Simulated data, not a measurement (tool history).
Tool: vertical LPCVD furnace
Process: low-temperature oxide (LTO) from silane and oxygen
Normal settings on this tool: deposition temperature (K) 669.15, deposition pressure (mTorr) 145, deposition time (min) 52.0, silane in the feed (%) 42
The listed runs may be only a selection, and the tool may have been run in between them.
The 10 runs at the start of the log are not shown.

run	hour	deposition temperature (K)	deposition pressure (mTorr)	deposition time (min)	silane in the feed (%)	wafers since the last listed run	hours since the last temperature calibration	hours since the pressure gauge was zeroed	hours since the silane flow controller was replaced	hours since the gauge calibration	read-back reference wafer on the same gauge, thickness	film thickness on the monitor wafer in the middle of the boat (nm)
# hour 130.4: thermocouples replaced and temperature profile calibrated
11	130.9	669.15	145	52.0	42	119	0.5	3828.3	106.6	265.9	314.83	325.97
12	135.2	659.15	160	52.0	48	61	4.8	3832.6	110.9	270.2	314.98	368.06
13	139.5	669.15	145	68.0	42	61	9.1	3836.9	115.2	274.5	315.06	426.06
14	143.9	669.15	145	52.0	42	62	13.5	3841.3	119.6	278.9	315.03	327.40
15	152.5	669.15	145	52.0	42	122	22.1	3849.9	128.2	287.5	315.23	323.97
16	164.1	669.15	145	52.0	42	165	33.7	3861.5	139.8	299.1	315.09	324.37
# hour 211.2: pressure gauge zeroed
17	211.7	669.15	155	52.0	42	336	81.3	0.5	187.4	346.7	314.95	347.41
18	219.1	669.15	145	52.0	35	105	88.7	7.9	194.8	354.1	314.99	259.11
# hour 228.2: gauge calibrated
19	242.4	664.15	160	44.0	38	331	112.0	31.2	218.1	14.2	315.11	253.56
20	252.6	665.15	145	52.0	42	145	122.2	41.4	228.3	24.4	314.97	311.19
21	265.7	669.15	145	31.5	42	186	135.3	54.5	241.4	37.5	315.13	197.03
22	281.9	669.15	145	52.0	42	230	151.5	70.7	257.6	53.7	315.23	325.73
23	293.3	662.15	145	52.0	42	162	162.9	82.1	269.0	65.1	315.37	299.58
24	303.2	661.15	175	52.0	38	141	172.8	92.0	278.9	75.0	314.95	317.34
25	318.3	673.15	145	52.0	42	215	187.9	107.1	294.0	90.1	314.96	339.70
26	328.4	669.15	145	52.0	42	143	198.0	117.2	304.1	100.2	315.04	325.24
27	340.0	669.15	145	52.0	42	165	209.6	128.8	315.7	111.8	315.19	324.58
28	348.1	669.15	145	59.5	42	115	217.7	136.9	323.8	119.9	315.09	372.44
29	355.5	669.15	145	52.0	42	105	225.1	144.3	331.2	127.3	314.86	323.36
30	363.5	669.15	145	52.0	47	113	233.1	152.3	339.2	135.3	315.17	365.84

5 ways to go on from here, each from the tool as it stands after run 30. What would each give?
A	367.9	669.15	145	52.0	42	62	237.5	156.7	343.6	139.7	?	?
B	367.9	659.15	155	52.0	42	62	237.5	156.7	343.6	139.7	?	?
C	367.9	678.15	130	52.0	39	62	237.5	156.7	343.6	139.7	?	?
D	367.9	659.15	110	57.0	44	62	237.5	156.7	343.6	139.7	?	?
E	367.9	666.15	145	52.0	50	62	237.5	156.7	343.6	139.7	?	?

run	read-back reference wafer on the same gauge, thickness	film thickness on the monitor wafer in the middle of the boat (nm)
A	315.25	324.93
B	315.25	310.36
C	315.25	294.75
D	315.25	254.64
E	315.25	375.06
Had the tool no hidden state, the same runs would have come out as:
run	film thickness on the monitor wafer in the middle of the boat (nm)
A	324.93
B	310.36
C	294.75
D	254.64
E	375.06
